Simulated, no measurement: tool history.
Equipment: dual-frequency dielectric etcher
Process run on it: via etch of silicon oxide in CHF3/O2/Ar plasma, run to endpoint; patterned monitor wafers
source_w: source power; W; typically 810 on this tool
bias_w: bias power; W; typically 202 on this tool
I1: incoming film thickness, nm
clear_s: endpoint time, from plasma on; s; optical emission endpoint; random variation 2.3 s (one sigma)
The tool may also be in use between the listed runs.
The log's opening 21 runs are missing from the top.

run 22 day=85.779 | source_w=810 bias_w=202 | I1=656.5 | clear_s=293.6
run 23 day=88.762 | source_w=990 bias_w=202 | I1=661.5 | clear_s=270.8
-- day=89.908 bias power generator calibrated
run 24 day=90.612 | source_w=810 bias_w=202 | I1=660.9 | clear_s=294.3
run 25 day=92.338 | source_w=620 bias_w=238 | I1=654.1 | clear_s=289.9
run 26 day=95.938 | source_w=730 bias_w=249 | I1=653.6 | clear_s=268.8
run 27 day=99.292 | source_w=730 bias_w=220 | I1=660.4 | clear_s=284.4
run 28 day=101.217 | source_w=810 bias_w=202 | I1=655.4 | clear_s=280.2
-- day=102.633 wet clean of the chamber
run 29 day=103.008 | source_w=640 bias_w=174 | I1=648.6 | clear_s=348.0
run 30 day=107.317 | source_w=920 bias_w=167 | I1=656.9 | clear_s=309.6
run 31 day=110.400 | source_w=810 bias_w=202 | I1=654.8 | clear_s=287.5
run 32 day=114.858 | source_w=810 bias_w=187 | I1=658.7 | clear_s=302.6
run 33 day=116.529 | source_w=870 bias_w=223 | I1=653.7 | clear_s=265.9

For run 34, what comes out?
run 34 day=118.812 | source_w=810 bias_w=153 | I1=657.0 | clear_s=?

clear_s: 333.9 s
Were there no unlogged condition in the tool, this run, its random variation unchanged, would have produced clear_s 343.8 s.
